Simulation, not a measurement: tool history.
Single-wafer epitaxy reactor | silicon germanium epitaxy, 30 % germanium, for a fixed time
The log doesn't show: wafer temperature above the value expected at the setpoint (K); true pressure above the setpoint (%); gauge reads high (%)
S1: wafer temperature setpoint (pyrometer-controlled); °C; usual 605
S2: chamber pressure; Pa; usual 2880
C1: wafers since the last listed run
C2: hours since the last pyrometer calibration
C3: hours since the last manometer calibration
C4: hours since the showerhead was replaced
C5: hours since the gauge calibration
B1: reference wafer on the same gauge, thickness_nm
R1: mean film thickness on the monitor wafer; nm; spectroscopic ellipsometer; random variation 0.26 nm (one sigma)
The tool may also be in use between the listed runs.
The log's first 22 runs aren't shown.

Run 23, day 24.546: usual settings but S1 592 °C, S2 2360 Pa; C1 302; C2 355.7; C3 133.7; C4 55.6; C5 94.7; B1 60.992. Result: R1 44.714 nm.
Run 24, day 25.558: usual settings but S1 596 °C, S2 3320 Pa; C1 468; C2 380.0; C3 158.0; C4 79.9; C5 119.0; B1 60.859. Result: R1 57.068 nm.
Run 25, day 26.208: usual settings but S1 600 °C, S2 3466 Pa; C1 301; C2 395.6; C3 173.6; C4 95.5; C5 134.6; B1 60.924. Result: R1 62.936 nm.
Run 26, day 27.696: usual settings but S1 610 °C, S2 2400 Pa; C1 688; C2 431.3; C3 209.3; C4 131.2; C5 170.3; B1 60.816. Result: R1 65.751 nm.
Run 27, day 28.767: usual settings; C1 495; C2 457.0; C3 235.0; C4 156.9; C5 196.0; B1 60.835. Result: R1 64.674 nm.
Run 28, day 29.388: usual settings; C1 287; C2 471.9; C3 249.9; C4 171.8; C5 210.9; B1 60.760. Result: R1 64.054 nm.
Run 29, day 32.346: usual settings; C1 1369; C2 542.9; C3 320.9; C4 242.8; C5 281.9; B1 60.660. Result: R1 64.095 nm.
Run 30, day 33.275: usual settings but S2 2693 Pa; C1 430; C2 565.2; C3 343.2; C4 265.1; C5 304.2; B1 60.730. Result: R1 62.633 nm.
Run 31, day 34.379: usual settings; C1 511; C2 591.7; C3 369.7; C4 291.6; C5 330.7; B1 60.671. Result: R1 64.141 nm.
Run 32, day 35.688: usual settings but S2 3413 Pa; C1 605; C2 623.1; C3 401.1; C4 323.0; C5 362.1; B1 60.579. Result: R1 69.532 nm.
Run 33, day 36.233: usual settings but S1 599 °C, S2 2573 Pa; C1 252; C2 636.2; C3 414.2; C4 336.1; C5 375.2; B1 60.606. Result: R1 53.739 nm.
Run 34, day 37.058: usual settings but S2 3280 Pa; C1 382; C2 656.0; C3 434.0; C4 355.9; C5 395.0; B1 60.475. Result: R1 67.851 nm.

Forecast each of these 5 alternatives for the next run:
Run A, day 37.075: usual settings but S1 595 °C; C1 7; C2 656.4; C3 434.4; C4 356.3; C5 395.4; B1 ?. Result: R1 ?.
Run B, day 37.075: usual settings but S1 612 °C; C1 7; C2 656.4; C3 434.4; C4 356.3; C5 395.4; B1 ?. Result: R1 ?.
Run C, day 37.075: usual settings but S1 620 °C, S2 2333 Pa; C1 7; C2 656.4; C3 434.4; C4 356.3; C5 395.4; B1 ?. Result: R1 ?.
Run D, day 37.075: usual settings but S1 613 °C; C1 7; C2 656.4; C3 434.4; C4 356.3; C5 395.4; B1 ?. Result: R1 ?.
Run E, day 37.075: usual settings but S1 615 °C, S2 2173 Pa; C1 7; C2 656.4; C3 434.4; C4 356.3; C5 395.4; B1 ?. Result: R1 ?.

run      B1      R1
  A  60.564  51.923
  B  60.564  73.784
  C  60.564  79.024
  D  60.564  75.289
  E  60.564  69.325
Without the tool's hidden state the same runs would have given:
run      R1
  A  52.379
  B  74.433
  C  79.719
  D  75.951
  E  69.935
